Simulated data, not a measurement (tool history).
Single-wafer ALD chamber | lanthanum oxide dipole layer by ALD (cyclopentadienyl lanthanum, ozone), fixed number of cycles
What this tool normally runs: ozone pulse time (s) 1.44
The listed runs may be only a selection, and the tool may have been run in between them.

run     day  ozone pulse time (s)  read-back reference wafer on the same gauge, thickness_nm  mean film thickness on the monitor wafer (nm)
  1       0                  1.24                                                      0.535                                          0.467
  2   4.242                  1.44                                                      0.536                                           0.47
  3   7.629                  1.44                                                      0.536                                          0.477
  4  10.042                  1.44                                                      0.535                                          0.475
  5  13.579                  1.44                                                      0.534                                          0.475
  6  16.471                  1.44                                                      0.536                                          0.474
  7  19.438                  1.44                                                      0.535                                          0.471
  8  21.608                  1.44                                                      0.536                                          0.467
  9  24.617                  1.44                                                      0.535                                          0.472
 10  26.896                  1.44                                                      0.534                                          0.467
 11   29.45                  1.44                                                      0.534                                          0.472
 12  32.725                   1.8                                                      0.535                                          0.487
 13  37.058                  1.44                                                      0.536                                          0.473
 14  39.171                  0.95                                                      0.535                                          0.429
 15  41.517                  1.44                                                      0.534                                          0.467
 16  44.308                  1.44                                                      0.535                                          0.469
 17  48.667                   0.9                                                      0.535                                          0.427
 18  51.142                  1.65                                                      0.536                                          0.491
 19  55.404                  1.64                                                      0.535                                          0.484
 20  58.254                  1.62                                                      0.536                                          0.487
 21  60.062                  1.09                                                      0.536                                          0.453
 22  64.546                  1.44                                                      0.537                                          0.472
 23  68.712                  1.68                                                      0.536                                           0.48

Not shown here: 4 entries made in the log between runs. Locate each between two listed runs and compare the hidden state at the listed run before it with the hidden state at the listed run after it:
From run 9 to run 10: showerhead replaced (day 26.75)
  ozone dose above that of a generator just serviced (%): -15.7 -> -16.1
  what was measured, less what the result would be without the hidden state, mean film thickness on the monitor wafer (nm): -0.012 -> -0.013
From run 10 to run 11: gauge calibrated (day 27.4)
  ozone dose above that of a generator just serviced (%): -16.1 -> -16.5
  what was measured, less what the result would be without the hidden state, mean film thickness on the monitor wafer (nm): -0.013 -> -0.013
From run 14 to run 15: thermocouple changed; heater temperature recalibrated (day 41.25)
  ozone dose above that of a generator just serviced (%): -17.4 -> -17.6
  what was measured, less what the result would be without the hidden state, mean film thickness on the monitor wafer (nm): -0.021 -> -0.014
From run 17 to run 18: ozone generator serviced (day 51.05)
  ozone dose above that of a generator just serviced (%): -17.9 -> -0.973
  what was measured, less what the result would be without the hidden state, mean film thickness on the monitor wafer (nm): -0.022 -> +0
